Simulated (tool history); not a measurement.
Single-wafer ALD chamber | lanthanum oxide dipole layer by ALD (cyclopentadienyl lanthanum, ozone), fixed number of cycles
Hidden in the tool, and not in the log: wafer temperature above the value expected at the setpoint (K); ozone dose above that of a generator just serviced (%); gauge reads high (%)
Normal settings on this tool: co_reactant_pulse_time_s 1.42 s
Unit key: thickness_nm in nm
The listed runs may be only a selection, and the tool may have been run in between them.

run	day	co_reactant_pulse_time_s	wafers since the last listed run	hours since the last thermocouple change	hours since the last ozone generator service	hours since the showerhead was replaced	hours since the gauge calibration	read-back reference wafer on the same gauge, thickness_nm	thickness_nm
1	0.000	1.17	0	2097.7	493.6	6902.0	162.6	0.606	0.551
2	0.592	0.97	256	2111.9	507.8	6916.2	176.8	0.606	0.531
3	1.338	0.97	323	2129.8	525.7	6934.1	194.7	0.606	0.534
# day 1.883: gauge calibrated
4	1.954	1.42	267	2144.6	540.5	6948.9	1.7	0.606	0.568
5	2.375	1.42	182	2154.7	550.6	6959.0	11.8	0.606	0.568
6	3.125	1.42	325	2172.7	568.6	6977.0	29.8	0.606	0.563
# day 4.108: ozone generator serviced
# day 4.312: thermocouple changed; heater temperature recalibrated
7	4.333	1.42	289	0.5	5.4	7006.0	58.8	0.606	0.567
8	4.883	1.42	238	13.7	18.6	7019.2	72.0	0.606	0.562
# day 5.579: showerhead replaced
9	5.600	1.42	166	30.9	35.8	0.5	89.2	0.606	0.568
10	6.021	1.42	182	41.0	45.9	10.6	99.3	0.606	0.563
11	6.338	1.42	137	48.6	53.5	18.2	106.9	0.605	0.561
12	6.921	1.42	252	62.6	67.5	32.2	120.9	0.606	0.565
13	7.612	1.03	299	79.2	84.1	48.8	137.5	0.606	0.537
14	8.271	1.42	285	95.0	99.9	64.6	153.3	0.606	0.562

Run 15 has not been measured yet. What should we expect?
15	8.888	1.23	267	109.8	114.7	79.4	168.1	?	?

Run 15 gave read-back reference wafer on the same gauge, thickness_nm 0.606, thickness_nm 0.554 nm.
With no hidden state in the tool, this same run would have given thickness_nm 0.554 nm.
